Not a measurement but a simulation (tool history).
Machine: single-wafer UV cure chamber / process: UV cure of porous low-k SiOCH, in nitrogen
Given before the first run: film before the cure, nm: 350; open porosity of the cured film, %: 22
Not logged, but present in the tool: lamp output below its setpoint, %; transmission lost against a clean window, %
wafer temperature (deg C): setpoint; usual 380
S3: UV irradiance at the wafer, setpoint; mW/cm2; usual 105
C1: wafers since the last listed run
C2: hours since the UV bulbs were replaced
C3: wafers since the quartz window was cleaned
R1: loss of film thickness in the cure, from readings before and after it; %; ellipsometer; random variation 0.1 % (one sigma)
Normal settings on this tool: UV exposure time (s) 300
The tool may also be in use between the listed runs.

{"run": 1, "hour": 0.0, "wafer temperature (deg C)": 380, "UV exposure time (s)": 300, "S3": 105, "C1": 0, "C2": 2087.0, "C3": 2432, "R1": 10.007}
{"run": 2, "hour": 34.6, "wafer temperature (deg C)": 380, "UV exposure time (s)": 300, "S3": 105, "C1": 203, "C2": 2121.6, "C3": 2635, "R1": 9.867}
{"run": 3, "hour": 50.6, "wafer temperature (deg C)": 380, "UV exposure time (s)": 300, "S3": 105, "C1": 93, "C2": 2137.6, "C3": 2729, "R1": 9.791}
{"run": 4, "hour": 71.8, "wafer temperature (deg C)": 373, "UV exposure time (s)": 220, "S3": 105, "C1": 124, "C2": 2158.8, "C3": 2854, "R1": 8.363}
{"run": 5, "hour": 94.1, "wafer temperature (deg C)": 373, "UV exposure time (s)": 220, "S3": 105, "C1": 130, "C2": 2181.1, "C3": 2985, "R1": 8.13}
{"run": 6, "hour": 121.2, "wafer temperature (deg C)": 373, "UV exposure time (s)": 220, "S3": 105, "C1": 159, "C2": 2208.2, "C3": 3144, "R1": 8.142}
{"hour": 155.8, "done": "UV bulbs replaced"}
{"run": 7, "hour": 156.3, "wafer temperature (deg C)": 380, "UV exposure time (s)": 170, "S3": 115, "C1": 159, "C2": 0.5, "C3": 3303, "R1": 9.601}
{"run": 8, "hour": 184.9, "wafer temperature (deg C)": 380, "UV exposure time (s)": 170, "S3": 115, "C1": 167, "C2": 29.1, "C3": 3471, "R1": 9.565}
{"run": 9, "hour": 215.4, "wafer temperature (deg C)": 380, "UV exposure time (s)": 170, "S3": 115, "C1": 179, "C2": 59.6, "C3": 3650, "R1": 9.558}
{"run": 10, "hour": 236.6, "wafer temperature (deg C)": 380, "UV exposure time (s)": 410, "S3": 105, "C1": 124, "C2": 80.8, "C3": 3775, "R1": 12.745}
{"run": 11, "hour": 286.3, "wafer temperature (deg C)": 370, "UV exposure time (s)": 440, "S3": 84, "C1": 291, "C2": 130.5, "C3": 4067, "R1": 11.997}

For run 12, what comes out?
{"run": 12, "hour": 306.4, "wafer temperature (deg C)": 372, "UV exposure time (s)": 300, "S3": 124, "C1": 118, "C2": 150.6, "C3": 4185, "R1": "?"}

{"run 12": {"R1": 11.85}}
On a tool with no hidden condition, and with the same random variation, this run would have come out at R1 12.714 %.
